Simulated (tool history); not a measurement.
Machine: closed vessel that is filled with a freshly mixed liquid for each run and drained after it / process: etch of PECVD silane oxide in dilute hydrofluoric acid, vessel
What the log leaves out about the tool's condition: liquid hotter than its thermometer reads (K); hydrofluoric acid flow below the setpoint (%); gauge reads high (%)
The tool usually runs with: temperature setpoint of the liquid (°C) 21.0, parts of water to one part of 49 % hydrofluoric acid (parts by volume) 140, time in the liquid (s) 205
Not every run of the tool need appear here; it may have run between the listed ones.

run   hour  temperature setpoint of the liquid (°C)  parts of water to one part of 49 % hydrofluoric acid (parts by volume)  time in the liquid (s)  wafers since the last listed run  hours since the thermometer was replaced  hours since the hydrofluoric acid flow meter was replaced  hours since the gauge calibration  read-back film thickness of the PECVD silane oxide reference wafer, read on the same gauge (nm)  thickness taken off the PECVD silane oxide on a monitor wafer (angstrom)
  1    0.0                                     21.0                                                                     110                     205                                 0                                    1092.3                                                     1217.7                              118.9                                                                                            30.01                                                                     542.4
  2   13.0                                     21.0                                                                     110                     205                              1555                                    1105.3                                                     1230.7                              131.9                                                                                            29.97                                                                     543.4
  3   23.1                                     18.5                                                                     140                     115                              1208                                    1115.4                                                     1240.8                              142.0                                                                                            30.01                                                                     208.8
  4   40.2                                     23.5                                                                     140                     205                              2046                                    1132.5                                                     1257.9                              159.1                                                                                            30.01                                                                     455.8
  5   56.6                                     21.0                                                                     140                     205                              1962                                    1148.9                                                     1274.3                              175.5                                                                                            29.96                                                                     411.7
  6   68.6                                     21.0                                                                     140                     205                              1435                                    1160.9                                                     1286.3                              187.5                                                                                            30.04                                                                     412.5
  7   78.1                                     21.0                                                                     140                     205                              1136                                    1170.4                                                     1295.8                              197.0                                                                                            30.02                                                                     410.6
  8   85.6                                     21.0                                                                     140                     205                               897                                    1177.9                                                     1303.3                              204.5                                                                                            29.99                                                                     412.5
  9   97.7                                     21.0                                                                     140                     205                              1447                                    1190.0                                                     1315.4                              216.6                                                                                            29.98                                                                     408.7
 10  111.5                                     21.0                                                                     140                     205                              1651                                    1203.8                                                     1329.2                              230.4                                                                                            30.03                                                                     410.1
     119.8  -- hydrofluoric acid flow meter replaced
 11  120.3                                     17.0                                                                     165                      85                               933                                    1212.6                                                        0.5                              239.2                                                                                            30.03                                                                     116.2
 12  128.8                                     21.0                                                                     140                     205                              1017                                    1221.1                                                        9.0                              247.7                                                                                            30.00                                                                     399.7
 13  136.6                                     21.0                                                                     140                     300                               933                                    1228.9                                                       16.8                              255.5                                                                                            30.00                                                                     587.3
 14  151.5                                     21.0                                                                     140                     205                              1782                                    1243.8                                                       31.7                              270.4                                                                                            30.00                                                                     399.2
     159.9  -- thermometer replaced
 15  164.1                                     17.0                                                                      80                     300                              1388                                       4.2                                                       44.3                              283.0                                                                                            30.03                                                                     930.4
 16  179.4                                     21.0                                                                     170                     205                              1830                                      19.5                                                       59.6                              298.3                                                                                            29.97                                                                     315.5
 17  191.9                                     21.0                                                                     115                     205                              1495                                      32.0                                                       72.1                              310.8                                                                                            29.99                                                                     499.5
 18  200.5                                     21.0                                                                     190                     205                              1029                                      40.6                                                       80.7                              319.4                                                                                            29.99                                                                     278.2
 19  213.4                                     17.0                                                                     185                     270                              1543                                      53.5                                                       93.6                              332.3                                                                                            30.05                                                                     324.9
 20  220.2                                     17.0                                                                      80                     300                               813                                      60.3                                                      100.4                              339.1                                                                                            29.96                                                                     923.2
     224.8  -- gauge calibrated
     226.3  -- hydrofluoric acid flow meter replaced, repeated, since the last time left the tool worse
 21  233.1                                     21.0                                                                     200                     105                              1423                                      73.2                                                        6.8                                8.3                                                                                            29.99                                                                     142.1
 22  249.0                                     21.0                                                                     200                     205                              1902                                      89.1                                                       22.7                               24.2                                                                                            29.99                                                                     278.1
 23  264.0                                     19.0                                                                     140                     155                              1794                                     104.1                                                       37.7                               39.2                                                                                            29.97                                                                     295.5
 24  281.9                                     21.0                                                                     140                     205                              2141                                     122.0                                                       55.6                               57.1                                                                                            30.00                                                                     422.6
 25  290.9                                     24.5                                                                     170                     140                              1076                                     131.0                                                       64.6                               66.1                                                                                            30.02                                                                     262.6
 26  304.0                                     21.0                                                                     140                     205                              1567                                     144.1                                                       77.7                               79.2                                                                                            29.95                                                                     421.8
 27  321.4                                     21.0                                                                     140                     205                              2082                                     161.5                                                       95.1                               96.6                                                                                            29.97                                                                     422.8
 28  330.4                                     19.5                                                                      70                     250                              1076                                     170.5                                                      104.1                              105.6                                                                                            29.99                                                                    1047.0
 29  345.5                                     21.0                                                                     140                     205                              1806                                     185.6                                                      119.2                              120.7                                                                                            29.98                                                                     421.4
 30  354.8                                     18.5                                                                      85                     330                              1112                                     194.9                                                      128.5                              130.0                                                                                            29.96                                                                    1069.4
 31  366.3                                     19.5                                                                     170                     160                              1376                                     206.4                                                      140.0                              141.5                                                                                            30.00                                                                     248.8
 32  380.9                                     21.0                                                                     140                     205                              1747                                     221.0                                                      154.6                              156.1                                                                                            29.98                                                                     420.7
 33  398.5                                     21.0                                                                     140                     205                              2106                                     238.6                                                      172.2                              173.7                                                                                            30.00                                                                     422.2

For some of the steps in thickness taken off the PECVD silane oxide on a monitor wafer (angstrom) from one run to the next: how much would appear even if the tool had no hidden state, given the settings, what came in and random variation, and how much remains for the hidden state plus any gauge scatter that the measured result and the result without hidden state don't share?
Run 15 -> 16: temperature setpoint of the liquid (°C) 17.0 -> 21.0, parts of water to one part of 49 % hydrofluoric acid (parts by volume) 80 -> 170, time in the liquid (s) 300 -> 205. thickness taken off the PECVD silane oxide on a monitor wafer (angstrom) -614.9: hidden state +40.2, all else -655.1.
Run 19 -> 20: parts of water to one part of 49 % hydrofluoric acid (parts by volume) 185 -> 80, time in the liquid (s) 270 -> 300. thickness taken off the PECVD silane oxide on a monitor wafer (angstrom) +598.3: hidden state -40.4, all else +638.7.
Run 20 -> 21: temperature setpoint of the liquid (°C) 17.0 -> 21.0, parts of water to one part of 49 % hydrofluoric acid (parts by volume) 80 -> 200, time in the liquid (s) 300 -> 105, gauge calibrated, hydrofluoric acid flow meter replaced, repeated, since the last time left the tool worse. thickness taken off the PECVD silane oxide on a monitor wafer (angstrom) -781.1: hidden state +63.6, all else -844.7.
Run 29 -> 30: temperature setpoint of the liquid (°C) 21.0 -> 18.5, parts of water to one part of 49 % hydrofluoric acid (parts by volume) 140 -> 85, time in the liquid (s) 205 -> 330. thickness taken off the PECVD silane oxide on a monitor wafer (angstrom) +648.0: hidden state -8.7, all else +656.7.
Run 30 -> 31: temperature setpoint of the liquid (°C) 18.5 -> 19.5, parts of water to one part of 49 % hydrofluoric acid (parts by volume) 85 -> 170, time in the liquid (s) 330 -> 160. thickness taken off the PECVD silane oxide on a monitor wafer (angstrom) -820.6: hidden state +10.8, all else -831.4.

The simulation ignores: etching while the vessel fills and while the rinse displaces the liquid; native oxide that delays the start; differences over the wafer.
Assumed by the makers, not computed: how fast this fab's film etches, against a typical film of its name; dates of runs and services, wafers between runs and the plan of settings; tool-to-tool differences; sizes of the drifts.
